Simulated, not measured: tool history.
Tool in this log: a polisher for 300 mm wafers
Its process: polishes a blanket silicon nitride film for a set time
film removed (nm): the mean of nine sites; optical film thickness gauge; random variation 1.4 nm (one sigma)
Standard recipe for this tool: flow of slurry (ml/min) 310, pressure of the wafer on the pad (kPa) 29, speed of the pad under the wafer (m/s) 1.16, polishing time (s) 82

| run | hour | flow of slurry (ml/min) | pressure of the wafer on the pad (kPa) | speed of the pad under the wafer (m/s) | polishing time (s) | incoming thickness of the incoming film, nm | film removed (nm) |
|---|---|---|---|---|---|---|---|
| 1 | 0 | 310 | 29 | 1.16 | 82 | 661.8 | 159.9 |
| 2 | 7.6 | 310 | 29 | 1.16 | 82 | 647.9 | 158.1 |
| 3 | 21 | 310 | 29 | 1.16 | 91 | 652.7 | 177 |
| 4 | 29.7 | 310 | 29 | 1.16 | 91 | 649.7 | 173.6 |
|  | 38.3 | worn pad replaced by a new one |
| 5 | 45 | 310 | 29 | 1.16 | 82 | 652.1 | 162.2 |
| 6 | 55.3 | 310 | 29 | 1.16 | 82 | 647.1 | 161.1 |
| 7 | 69.1 | 310 | 29 | 1.16 | 82 | 651.3 | 156.8 |
| 8 | 83.8 | 310 | 29 | 1.16 | 82 | 653.7 | 158.4 |
| 9 | 100.6 | 310 | 23.4 | 1.4 | 82 | 649.5 | 154.3 |
| 10 | 115.5 | 310 | 23.4 | 1.4 | 82 | 647.1 | 152.9 |
|  | 124.8 | worn pad replaced by a new one |
| 11 | 125.3 | 310 | 29 | 1.16 | 82 | 656.1 | 162.2 |
| 12 | 138.2 | 310 | 35.9 | 1.16 | 90 | 641.1 | 207 |
| 13 | 145.4 | 310 | 22.8 | 1.16 | 82 | 650.3 | 130.6 |
| 14 | 155.3 | 310 | 29 | 1.16 | 82 | 644.8 | 156.2 |
| 15 | 168 | 310 | 29 | 1.16 | 82 | 641.3 | 154.9 |
| 16 | 175.3 | 310 | 29 | 1.16 | 82 | 655.3 | 153.3 |
| 17 | 191.8 | 310 | 35.2 | 1.16 | 82 | 646.3 | 177 |
|  | 198 | worn pad replaced by a new one |
| 18 | 206 | 310 | 34.5 | 1.16 | 82 | 655.1 | 179.5 |
| 19 | 223 | 310 | 34.5 | 1.16 | 82 | 646.6 | 178.2 |
| 20 | 230.7 | 370 | 18.6 | 1 | 97 | 646.9 | 119.8 |
|  | 247.7 | head pressure recalibrated |
| 21 | 248.2 | 310 | 25.5 | 1.16 | 82 | 648.3 | 136.2 |
| 22 | 255.9 | 310 | 29 | 1.16 | 91 | 655.3 | 169.1 |
| 23 | 263.5 | 370 | 20 | 1.16 | 93 | 639 | 132.5 |
|  | 268.9 | slurry nozzle cleaned |
| 24 | 273.8 | 245 | 32.4 | 1.16 | 102 | 650.7 | 212.1 |
| 25 | 283 | 355 | 18.6 | 0.8 | 61 | 655.1 | 63.1 |
|  | 287.5 | worn pad replaced by a new one |
| 26 | 295.7 | 245 | 35.9 | 1.52 | 82 | 647.1 | 240.9 |
| 27 | 302.5 | 310 | 29 | 1.52 | 109 | 654.4 | 274.7 |
| 28 | 318.8 | 310 | 35.9 | 1.16 | 65 | 648.8 | 152 |
| 29 | 327.5 | 230 | 22.1 | 1.16 | 96 | 653.1 | 149.8 |
| 30 | 344.6 | 310 | 29 | 0.88 | 82 | 661.8 | 130.3 |
| 31 | 352.5 | 310 | 29 | 1.16 | 82 | 648.6 | 163.9 |
| 32 | 359.7 | 310 | 29 | 1.16 | 82 | 637.7 | 161.3 |
|  | 367 | worn pad replaced by a new one |
| 33 | 375.8 | 310 | 29 | 1.16 | 82 | 658.1 | 167 |
| 34 | 383.7 | 310 | 29 | 0.96 | 82 | 650.7 | 143.5 |
| 35 | 390.6 | 310 | 29 | 1.16 | 82 | 650 | 163 |
| 36 | 405.7 | 210 | 39.3 | 1.16 | 82 | 649.8 | 199.2 |
| 37 | 416.1 | 310 | 29 | 1.16 | 82 | 647.2 | 161 |
| 38 | 428 | 310 | 33.8 | 0.98 | 82 | 654 | 158.7 |

Some steps in film removed (nm) between neighbouring runs. How much of each would the tool show without its hidden state too (settings, what came in, random variation), and how much is left for the hidden state, with any gauge scatter that isn't in both results?
What the log doesn't record here: removal rate lost through wear of the pad, %; slurry flow missing at the pad, %; deviation of the head's pressure from its setpoint, %.
Run 4 -> 5: polishing time (s) 91 -> 82, worn pad replaced by a new one. film removed (nm) -11.4: hidden state +7.3, all else -18.7.
Run 17 -> 18: pressure of the wafer on the pad (kPa) 35.2 -> 34.5, worn pad replaced by a new one. film removed (nm) +2.5: hidden state +6.1, all else -3.6.
Run 24 -> 25: flow of slurry (ml/min) 245 -> 355, pressure of the wafer on the pad (kPa) 32.4 -> 18.6, speed of the pad under the wafer (m/s) 1.16 -> 0.8, polishing time (s) 102 -> 61. film removed (nm) -149: hidden state +6.9, all else -155.9.
Run 25 -> 26: flow of slurry (ml/min) 355 -> 245, pressure of the wafer on the pad (kPa) 18.6 -> 35.9, speed of the pad under the wafer (m/s) 0.8 -> 1.52, polishing time (s) 61 -> 82, worn pad replaced by a new one. film removed (nm) +177.8: hidden state +1.5, all else +176.3.
Run 27 -> 28: pressure of the wafer on the pad (kPa) 29 -> 35.9, speed of the pad under the wafer (m/s) 1.52 -> 1.16, polishing time (s) 109 -> 65. film removed (nm) -122.7: hidden state +0, all else -122.7.

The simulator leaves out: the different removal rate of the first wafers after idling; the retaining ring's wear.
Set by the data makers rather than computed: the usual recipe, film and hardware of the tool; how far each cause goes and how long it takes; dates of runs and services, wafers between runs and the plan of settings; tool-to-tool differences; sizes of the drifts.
